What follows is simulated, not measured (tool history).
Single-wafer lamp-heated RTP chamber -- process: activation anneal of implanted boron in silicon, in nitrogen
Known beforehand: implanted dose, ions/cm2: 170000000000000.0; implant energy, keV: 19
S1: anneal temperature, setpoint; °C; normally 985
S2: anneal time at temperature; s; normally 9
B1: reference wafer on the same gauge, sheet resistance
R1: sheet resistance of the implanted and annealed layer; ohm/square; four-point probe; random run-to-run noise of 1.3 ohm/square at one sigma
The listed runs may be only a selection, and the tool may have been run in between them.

run 1 hour=0.0 | S1=985 S2=9 | B1=494.77 | R1=514.70
run 2 hour=32.8 | S1=985 S2=9 | B1=495.24 | R1=515.50
-- hour=78.0 pyrometer window cleaned and pyrometer calibrated
run 3 hour=89.3 | S1=985 S2=9 | B1=494.80 | R1=516.11
run 4 hour=120.1 | S1=985 S2=9 | B1=494.92 | R1=513.95
run 5 hour=190.5 | S1=985 S2=9 | B1=494.77 | R1=514.65
run 6 hour=255.9 | S1=985 S2=9 | B1=494.69 | R1=515.41
run 7 hour=284.2 | S1=967 S2=9 | B1=494.77 | R1=529.98
run 8 hour=316.5 | S1=967 S2=9 | B1=495.18 | R1=528.16
run 9 hour=378.8 | S1=985 S2=13 | B1=494.98 | R1=512.18
-- hour=475.4 reflector plate cleaned
-- hour=495.6 pyrometer window cleaned and pyrometer calibrated
run 10 hour=529.0 | S1=973 S2=6 | B1=495.05 | R1=528.36
-- hour=557.5 gauge calibrated
run 11 hour=583.0 | S1=968 S2=6 | B1=495.49 | R1=535.66
run 12 hour=783.6 | S1=985 S2=12 | B1=495.65 | R1=512.48
run 13 hour=837.5 | S1=999 S2=9 | B1=494.59 | R1=508.32
run 14 hour=865.2 | S1=956 S2=6 | B1=494.67 | R1=550.38
-- hour=912.5 pyrometer window cleaned and pyrometer calibrated
run 15 hour=1005.4 | S1=985 S2=9 | B1=494.88 | R1=511.19
-- hour=1054.4 reflector plate cleaned
run 16 hour=1061.2 | S1=985 S2=9 | B1=494.72 | R1=517.94

Predict each of these 4 candidate next runs independently; none follows another, all start after run 16:
run A hour=1061.6 | S1=1014 S2=9 | B1=? | R1=?
run B hour=1061.6 | S1=985 S2=6 | B1=? | R1=?
run C hour=1061.6 | S1=996 S2=9 | B1=? | R1=?
run D hour=1061.6 | S1=968 S2=9 | B1=? | R1=?

run=A B1=494.73 R1=505.32
run=B B1=494.73 R1=517.77
run=C B1=494.73 R1=509.86
run=D B1=494.73 R1=534.27
What these runs would have given with no unlogged condition in the tool:
run=A R1=505.36
run=B R1=518.00
run=C R1=509.98
run=D R1=534.75
